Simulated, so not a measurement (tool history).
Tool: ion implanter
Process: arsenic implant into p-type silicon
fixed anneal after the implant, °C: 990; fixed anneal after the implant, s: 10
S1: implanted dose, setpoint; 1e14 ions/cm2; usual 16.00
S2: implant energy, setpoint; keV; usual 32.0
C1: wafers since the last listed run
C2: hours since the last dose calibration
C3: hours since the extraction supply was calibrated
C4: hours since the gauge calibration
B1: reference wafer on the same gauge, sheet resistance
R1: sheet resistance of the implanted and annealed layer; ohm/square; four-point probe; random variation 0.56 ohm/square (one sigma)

{"run": 1, "hour": 0.0, "S1": 18.3, "S2": 32.0, "C1": 0, "C2": 1588.6, "C3": 5224.9, "C4": 171.5, "B1": 92.2, "R1": 95.9}
{"run": 2, "hour": 35.8, "S1": 16.0, "S2": 32.0, "C1": 664, "C2": 1624.4, "C3": 5260.7, "C4": 207.3, "B1": 92.15, "R1": 99.68}
{"run": 3, "hour": 58.9, "S1": 16.0, "S2": 32.0, "C1": 428, "C2": 1647.5, "C3": 5283.8, "C4": 230.4, "B1": 92.2, "R1": 99.73}
{"run": 4, "hour": 153.3, "S1": 16.0, "S2": 32.0, "C1": 1753, "C2": 1741.9, "C3": 5378.2, "C4": 324.8, "B1": 92.18, "R1": 99.06}
{"run": 5, "hour": 175.1, "S1": 17.47, "S2": 32.0, "C1": 404, "C2": 1763.7, "C3": 5400.0, "C4": 346.6, "B1": 92.2, "R1": 97.34}
{"run": 6, "hour": 205.0, "S1": 17.47, "S2": 32.0, "C1": 555, "C2": 1793.6, "C3": 5429.9, "C4": 376.5, "B1": 92.17, "R1": 97.64}
{"run": 7, "hour": 218.3, "S1": 17.19, "S2": 32.0, "C1": 246, "C2": 1806.9, "C3": 5443.2, "C4": 389.8, "B1": 92.06, "R1": 97.46}
{"hour": 222.2, "done": "gauge calibrated"}
{"hour": 228.2, "done": "extraction supply calibrated"}
{"run": 8, "hour": 238.9, "S1": 16.0, "S2": 32.0, "C1": 233, "C2": 1827.5, "C3": 10.7, "C4": 16.7, "B1": 92.22, "R1": 99.37}
{"run": 9, "hour": 266.6, "S1": 16.0, "S2": 32.0, "C1": 514, "C2": 1855.2, "C3": 38.4, "C4": 44.4, "B1": 92.2, "R1": 99.16}
{"hour": 282.2, "done": "Faraday cup replaced and dose calibrated"}
{"run": 10, "hour": 286.6, "S1": 20.62, "S2": 37.0, "C1": 222, "C2": 4.4, "C3": 58.4, "C4": 64.4, "B1": 92.24, "R1": 87.36}
{"run": 11, "hour": 310.3, "S1": 19.0, "S2": 42.0, "C1": 440, "C2": 28.1, "C3": 82.1, "C4": 88.1, "B1": 92.27, "R1": 84.77}
{"run": 12, "hour": 352.9, "S1": 16.0, "S2": 32.0, "C1": 791, "C2": 70.7, "C3": 124.7, "C4": 130.7, "B1": 92.23, "R1": 99.9}
{"run": 13, "hour": 373.1, "S1": 14.19, "S2": 22.0, "C1": 375, "C2": 90.9, "C3": 144.9, "C4": 150.9, "B1": 92.17, "R1": 121.89}
{"run": 14, "hour": 391.9, "S1": 17.47, "S2": 32.0, "C1": 349, "C2": 109.7, "C3": 163.7, "C4": 169.7, "B1": 92.27, "R1": 96.89}
{"run": 15, "hour": 414.7, "S1": 20.24, "S2": 21.5, "C1": 423, "C2": 132.5, "C3": 186.5, "C4": 192.5, "B1": 92.22, "R1": 114.64}
{"run": 16, "hour": 428.0, "S1": 18.53, "S2": 42.0, "C1": 246, "C2": 145.8, "C3": 199.8, "C4": 205.8, "B1": 92.24, "R1": 84.38}
{"run": 17, "hour": 441.7, "S1": 13.84, "S2": 40.0, "C1": 254, "C2": 159.5, "C3": 213.5, "C4": 219.5, "B1": 92.24, "R1": 95.59}
{"run": 18, "hour": 471.4, "S1": 12.71, "S2": 24.5, "C1": 551, "C2": 189.2, "C3": 243.2, "C4": 249.2, "B1": 92.07, "R1": 119.6}
{"run": 19, "hour": 505.5, "S1": 14.64, "S2": 25.0, "C1": 633, "C2": 223.3, "C3": 277.3, "C4": 283.3, "B1": 92.23, "R1": 114.57}

5 ways to go on from here, each from the tool as it stands after run 19. What would each give?
{"run": "A", "hour": 505.9, "S1": 16.0, "S2": 21.5, "C1": 7, "C2": 223.7, "C3": 277.7, "C4": 283.7, "B1": "?", "R1": "?"}
{"run": "B", "hour": 505.9, "S1": 20.21, "S2": 29.0, "C1": 7, "C2": 223.7, "C3": 277.7, "C4": 283.7, "B1": "?", "R1": "?"}
{"run": "C", "hour": 505.9, "S1": 12.88, "S2": 38.5, "C1": 7, "C2": 223.7, "C3": 277.7, "C4": 283.7, "B1": "?", "R1": "?"}
{"run": "D", "hour": 505.9, "S1": 20.28, "S2": 22.5, "C1": 7, "C2": 223.7, "C3": 277.7, "C4": 283.7, "B1": "?", "R1": "?"}
{"run": "E", "hour": 505.9, "S1": 19.01, "S2": 32.0, "C1": 7, "C2": 223.7, "C3": 277.7, "C4": 283.7, "B1": "?", "R1": "?"}

run=A B1=92.20 R1=118.87
run=B B1=92.20 R1=98.69
run=C B1=92.20 R1=99.23
run=D B1=92.20 R1=111.97
run=E B1=92.20 R1=95.02
Without the tool's hidden state the same runs would have given:
run=A R1=118.87
run=B R1=98.69
run=C R1=99.23
run=D R1=111.97
run=E R1=95.02
